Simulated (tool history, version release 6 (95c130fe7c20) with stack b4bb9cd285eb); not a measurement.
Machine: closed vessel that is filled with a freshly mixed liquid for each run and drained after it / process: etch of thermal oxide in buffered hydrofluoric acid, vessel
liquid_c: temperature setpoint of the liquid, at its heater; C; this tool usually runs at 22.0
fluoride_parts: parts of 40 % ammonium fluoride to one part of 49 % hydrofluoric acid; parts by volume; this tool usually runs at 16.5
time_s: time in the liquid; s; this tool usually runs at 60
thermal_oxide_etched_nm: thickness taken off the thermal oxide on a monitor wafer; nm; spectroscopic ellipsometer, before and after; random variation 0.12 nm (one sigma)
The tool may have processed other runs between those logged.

run     day  liquid_c  fluoride_parts  time_s  read-back film thickness of the thermal oxide reference wafer, read on the same gauge (nm)  thermal_oxide_etched_nm
  1   0.000      22.0            21.0      60                                                                                      130.00                    31.52
  2   2.379      22.0            21.0      60                                                                                      129.97                    31.54
  3   4.100      22.0            21.0      60                                                                                      130.01                    31.54
  4   6.321      22.0            16.5      60                                                                                      129.99                    39.35
  5   7.462      22.0            16.5      60                                                                                      130.00                    39.32
  6   8.571      22.0            16.5      60                                                                                      130.01                    39.29
  7  10.004      22.0            16.5      60                                                                                      130.02                    39.40
  8  11.954      22.0            16.5      60                                                                                      130.02                    39.63
  9  13.808      22.0            16.5      60                                                                                      129.99                    39.41
 10  14.867      22.0            16.5      60                                                                                      130.02                    39.43
     15.417  -- thermometer replaced
 11  16.138      18.5            20.5      60                                                                                      129.98                    26.22
 12  17.546      22.0            19.0      85                                                                                      130.01                    48.74
     17.804  -- hydrofluoric acid flow meter replaced
 13  19.150      22.0            16.5      75                                                                                      130.01                    49.37
 14  21.321      22.0            21.0      85                                                                                      129.98                    44.80
 15  23.842      26.0            22.0      60                                                                                      130.00                    37.92
 16  25.917      22.0            16.5      60                                                                                      129.98                    39.55
     27.017  -- gauge calibrated
 17  28.308      22.0            16.5      60                                                                                      130.02                    39.49
 18  30.642      17.0            18.5      40                                                                                      130.02                    17.67
 19  32.429      22.0            16.5      60                                                                                      130.00                    39.37
 20  34.883      26.5            13.0      60                                                                                      130.00                    63.54
 21  37.617      20.5            14.0      75                                                                                      129.98                    53.00

What was the tool's hidden state at every run in the log?
liquid colder than its thermometer reads (K): 0 at every run
hydrofluoric acid flow below the setpoint (%): 0 at every run
gauge reads high (%): 0 at every run
